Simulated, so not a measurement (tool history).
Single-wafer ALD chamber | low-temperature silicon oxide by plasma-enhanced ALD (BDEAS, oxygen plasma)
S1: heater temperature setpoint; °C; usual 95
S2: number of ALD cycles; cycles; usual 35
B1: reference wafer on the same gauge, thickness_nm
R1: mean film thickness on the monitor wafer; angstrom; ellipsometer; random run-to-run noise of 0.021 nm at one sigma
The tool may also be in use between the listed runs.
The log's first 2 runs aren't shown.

{"run": 3, "hour": 206.6, "S1": 95, "S2": 35, "B1": 5.582, "R1": 52.98}
{"run": 4, "hour": 310.4, "S1": 95, "S2": 35, "B1": 5.574, "R1": 53.19}
{"run": 5, "hour": 391.1, "S1": 95, "S2": 35, "B1": 5.582, "R1": 53.0}
{"run": 6, "hour": 489.9, "S1": 95, "S2": 35, "B1": 5.581, "R1": 52.88}
{"run": 7, "hour": 555.4, "S1": 95, "S2": 35, "B1": 5.581, "R1": 52.88}
{"run": 8, "hour": 633.0, "S1": 95, "S2": 35, "B1": 5.583, "R1": 52.62}
{"run": 9, "hour": 728.5, "S1": 95, "S2": 35, "B1": 5.579, "R1": 52.63}
{"run": 10, "hour": 783.3, "S1": 95, "S2": 35, "B1": 5.585, "R1": 52.64}
{"run": 11, "hour": 844.4, "S1": 95, "S2": 35, "B1": 5.584, "R1": 52.28}
{"run": 12, "hour": 907.5, "S1": 89, "S2": 35, "B1": 5.581, "R1": 53.77}
{"run": 13, "hour": 958.1, "S1": 89, "S2": 35, "B1": 5.583, "R1": 53.77}
{"run": 14, "hour": 1052.0, "S1": 102, "S2": 37, "B1": 5.581, "R1": 54.57}
{"run": 15, "hour": 1144.0, "S1": 102, "S2": 37, "B1": 5.581, "R1": 54.55}
{"run": 16, "hour": 1207.3, "S1": 95, "S2": 36, "B1": 5.579, "R1": 53.62}
{"run": 17, "hour": 1263.0, "S1": 95, "S2": 36, "B1": 5.578, "R1": 54.11}
{"run": 18, "hour": 1346.6, "S1": 95, "S2": 36, "B1": 5.584, "R1": 53.68}
{"run": 19, "hour": 1442.8, "S1": 86, "S2": 29, "B1": 5.585, "R1": 44.83}
{"run": 20, "hour": 1540.5, "S1": 95, "S2": 35, "B1": 5.582, "R1": 52.24}
{"run": 21, "hour": 1627.0, "S1": 95, "S2": 35, "B1": 5.577, "R1": 52.02}
{"hour": 1646.4, "done": "thermocouple changed; heater temperature recalibrated"}
{"run": 22, "hour": 1680.2, "S1": 95, "S2": 35, "B1": 5.582, "R1": 53.17}
{"run": 23, "hour": 1767.3, "S1": 80, "S2": 32, "B1": 5.576, "R1": 51.03}
{"run": 24, "hour": 1833.5, "S1": 107, "S2": 29, "B1": 5.579, "R1": 42.53}
{"run": 25, "hour": 1937.1, "S1": 95, "S2": 31, "B1": 5.577, "R1": 46.91}
{"hour": 1987.0, "done": "gauge calibrated"}
{"run": 26, "hour": 2021.4, "S1": 95, "S2": 32, "B1": 5.58, "R1": 48.6}
{"run": 27, "hour": 2079.8, "S1": 108, "S2": 37, "B1": 5.581, "R1": 54.52}

For run 28, what comes out?
{"run": 28, "hour": 2147.6, "S1": 95, "S2": 35, "B1": "?", "R1": "?"}

{"run 28": {"B1": 5.581, "R1": 52.56}}
On a tool with no hidden condition, and with the same random variation, this run would have come out at R1 52.77 angstrom.
